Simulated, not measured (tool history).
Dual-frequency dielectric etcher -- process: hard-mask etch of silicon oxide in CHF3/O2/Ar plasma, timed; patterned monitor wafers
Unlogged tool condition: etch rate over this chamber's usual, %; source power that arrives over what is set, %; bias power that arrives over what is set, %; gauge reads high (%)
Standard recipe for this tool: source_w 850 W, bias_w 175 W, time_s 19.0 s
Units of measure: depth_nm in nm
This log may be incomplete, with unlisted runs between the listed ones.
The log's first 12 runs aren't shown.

run     day  source_w  bias_w  time_s  wafers since the last listed run  hours since the last wet clean  hours since the last source power generator calibration  hours since the last bias power generator calibration  hours since the last upper electrode change  hours since the gauge calibration  read-back reference wafer on the same gauge, depth_nm  depth_nm
 13  28.646       850     209    17.0                               690                           130.9                                                    527.0                                                   77.9                                        484.0                             1873.9                                                  40.37     42.14
 14  31.375      1050     218    16.5                               726                           196.4                                                    592.5                                                  143.4                                        549.5                             1939.4                                                  40.37     45.15
 15  33.892       930     208    15.5                               670                           256.8                                                    652.9                                                  203.8                                        609.9                             1999.8                                                  40.42     39.44
     34.125  -- gauge calibrated
 16  35.621      1020     175    17.0                               460                           298.3                                                    694.4                                                  245.3                                        651.4                               35.9                                                  40.38     41.86
 17  36.829       850     203    19.0                               321                           327.3                                                    723.4                                                  274.3                                        680.4                               64.9                                                  40.33     46.47
 18  39.067       680     212    15.0                               595                           381.0                                                    777.1                                                  328.0                                        734.1                              118.6                                                  40.39     34.34
 19  40.950       850     205    19.0                               501                           426.2                                                    822.3                                                  373.2                                        779.3                              163.8                                                  40.43     46.92
 20  42.979       850     213    24.0                               540                           474.9                                                    871.0                                                  421.9                                        828.0                              212.5                                                  40.39     59.92
     45.162  -- wet clean of the chamber
 21  45.183       850     175    16.5                               320                             0.5                                                    923.9                                                  474.8                                        880.9                              265.4                                                  40.43     37.91
 22  47.454      1010     175    24.0                               604                            55.0                                                    978.4                                                  529.3                                        935.4                              319.9                                                  40.36     58.95
 23  49.529      1030     152    19.0                               552                           104.8                                                   1028.2                                                  579.1                                        985.2                              369.7                                                  40.43     44.20
 24  51.579       850     175    19.0                               545                           154.0                                                   1077.4                                                  628.3                                       1034.4                              418.9                                                  40.41     43.83
 25  54.375       850     203    19.0                               744                           221.1                                                   1144.5                                                  695.4                                       1101.5                              486.0                                                  40.37     46.37
 26  56.317       990     205    21.0                               517                           267.7                                                   1191.1                                                  742.0                                       1148.1                              532.6                                                  40.49     54.47
 27  61.533      1000     186    16.0                              1389                           392.9                                                   1316.3                                                  867.2                                       1273.3                              657.8                                                  40.39     40.15
     64.075  -- wet clean of the chamber
 28  64.392       850     175    23.0                               494                             7.6                                                   1384.9                                                  935.8                                       1341.9                              726.4                                                  40.38     53.02
 29  67.142       850     175    19.0                               732                            73.6                                                   1450.9                                                 1001.8                                       1407.9                              792.4                                                  40.42     43.48
 30  69.750       850     175    19.0                               694                           136.2                                                   1513.5                                                 1064.4                                       1470.5                              855.0                                                  40.47     43.44

What if the next run were any one of these 4? Each begins from the tool's condition after run 30:
  A  69.767       850     175    19.0                                 4                           136.6                                                   1513.9                                                 1064.8                                       1470.9                              855.4                                                      ?         ?
  B  69.767       670     144    14.0                                 4                           136.6                                                   1513.9                                                 1064.8                                       1470.9                              855.4                                                      ?         ?
  C  69.767       730     202    19.0                                 4                           136.6                                                   1513.9                                                 1064.8                                       1470.9                              855.4                                                      ?         ?
  D  69.767       850     191    19.0                                 4                           136.6                                                   1513.9                                                 1064.8                                       1470.9                              855.4                                                      ?         ?

run  read-back reference wafer on the same gauge, depth_nm  depth_nm
  A                                                  40.39     43.52
  B                                                  40.39     26.97
  C                                                  40.39     43.72
  D                                                  40.39     45.17
With no hidden state in the tool, these same runs would have given:
run  depth_nm
  A     43.52
  B     26.97
  C     43.72
  D     45.17
